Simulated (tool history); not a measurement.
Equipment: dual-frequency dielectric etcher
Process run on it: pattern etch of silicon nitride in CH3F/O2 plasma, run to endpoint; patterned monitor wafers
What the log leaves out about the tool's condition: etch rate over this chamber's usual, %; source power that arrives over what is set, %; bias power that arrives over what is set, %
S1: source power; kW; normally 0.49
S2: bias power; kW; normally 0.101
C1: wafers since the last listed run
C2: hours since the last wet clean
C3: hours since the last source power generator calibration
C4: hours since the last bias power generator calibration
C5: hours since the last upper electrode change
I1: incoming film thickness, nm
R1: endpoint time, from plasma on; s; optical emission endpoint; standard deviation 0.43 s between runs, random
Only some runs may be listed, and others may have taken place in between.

| run | hour | S1 | S2 | C1 | C2 | C3 | C4 | C5 | I1 | R1 |
|---|---|---|---|---|---|---|---|---|---|---|
| 1 | 0 | 0.49 | 0.119 | 0 | 361.1 | 3229 | 4101.2 | 1688 | 76.3 | 68.7 |
| 2 | 68.5 | 0.49 | 0.12 | 633 | 429.6 | 3297.5 | 4169.7 | 1756.5 | 77.1 | 70.1 |
| 3 | 139.4 | 0.49 | 0.12 | 656 | 500.5 | 3368.4 | 4240.6 | 1827.4 | 76.2 | 69.3 |
| 4 | 173.2 | 0.49 | 0.12 | 312 | 534.3 | 3402.2 | 4274.4 | 1861.2 | 76.9 | 71.1 |
| 5 | 198.3 | 0.49 | 0.11 | 232 | 559.4 | 3427.3 | 4299.5 | 1886.3 | 76.4 | 73.5 |
|  | 225 | bias power generator calibrated |
|  | 226.1 | wet clean of the chamber |
|  | 260.5 | upper electrode replaced |
| 6 | 261 | 0.49 | 0.11 | 311 | 34.9 | 3490 | 36 | 0.5 | 77.3 | 70.9 |
| 7 | 277.7 | 0.47 | 0.101 | 154 | 51.6 | 3506.7 | 52.7 | 17.2 | 76.9 | 75.1 |
| 8 | 338.8 | 0.6 | 0.085 | 565 | 112.7 | 3567.8 | 113.8 | 78.3 | 77 | 75.1 |
| 9 | 385.2 | 0.58 | 0.115 | 429 | 159.1 | 3614.2 | 160.2 | 124.7 | 77.8 | 67.7 |
|  | 394.4 | source power generator calibrated |
| 10 | 435 | 0.57 | 0.101 | 423 | 208.9 | 40.6 | 210 | 174.5 | 77.6 | 71.7 |
| 11 | 494 | 0.49 | 0.11 | 545 | 267.9 | 99.6 | 269 | 233.5 | 76.4 | 71.7 |
| 12 | 521.4 | 0.49 | 0.077 | 253 | 295.3 | 127 | 296.4 | 260.9 | 78 | 86.8 |
| 13 | 592.4 | 0.49 | 0.101 | 656 | 366.3 | 198 | 367.4 | 331.9 | 78.2 | 76.8 |
| 14 | 652.3 | 0.49 | 0.081 | 554 | 426.2 | 257.9 | 427.3 | 391.8 | 76.9 | 83.9 |

What the log doesn't show, run by run:
source power that arrives over what is set, %: 0 across all the runs
bias power that arrives over what is set, %: 0 across all the runs
H1: etch rate over this chamber's usual, %
| run | H1 |
|---|---|
| 1 | -2.67 |
| 2 | -3.32 |
| 3 | -4.01 |
| 4 | -4.33 |
| 5 | -4.57 |
| 6 | -0.28 |
| 7 | -0.441 |
| 8 | -1.03 |
| 9 | -1.47 |
| 10 | -1.95 |
| 11 | -2.52 |
| 12 | -2.78 |
| 13 | -3.46 |
| 14 | -4.04 |
